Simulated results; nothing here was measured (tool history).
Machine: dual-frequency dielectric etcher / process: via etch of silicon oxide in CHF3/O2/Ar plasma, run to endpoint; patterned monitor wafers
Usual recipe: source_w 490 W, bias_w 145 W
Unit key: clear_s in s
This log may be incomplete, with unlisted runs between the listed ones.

run,hour,source_w,bias_w,"incoming incoming film thickness, nm",clear_s
1,0,440,122,777.9,501
2,56.9,440,122,786.3,503
3,201,440,122,780,504.9
4,299.8,580,145,777.8,431.9
5,324.8,580,145,783,433.8
6,374.3,580,145,786.3,441.5
7,446.2,490,145,776.8,459.5
8,517.9,490,145,781.5,468.3
9,566.3,490,145,789.2,471.6
10,633.3,490,145,773.5,457
11,689.1,590,180,780,415
12,726.9,430,113,784.9,518.9
13,772,490,131,777.7,465.4
14,830.8,490,145,776.8,462.3
15,865.1,530,174,789.9,447
16,925.5,390,129,779.8,524.5
17,995,550,112,778.2,471.3
18,1033.6,580,157,776.9,423.3
19,1087.3,530,163,783.6,441.9
20,1120.6,600,145,774.2,427.8
21,1145.2,490,145,778.5,469.1

The log once held 5 entries between its listed runs, left out of this copy. Where does each go, and what is different about the tool's unlogged condition between the listed run before it and the listed run after it?
After run 6, before run 7: wet clean of the chamber (hour 436.1)
  the hidden state is the same at both runs
After run 8, before run 9: bias power generator calibrated (hour 540.3); upper electrode replaced (hour 565.8)
  the hidden state is the same at both runs
After run 13, before run 14: source power generator calibrated (hour 789)
  the hidden state is the same at both runs
After run 15, before run 16: wet clean of the chamber (hour 893.7)
  the hidden state is the same at both runs
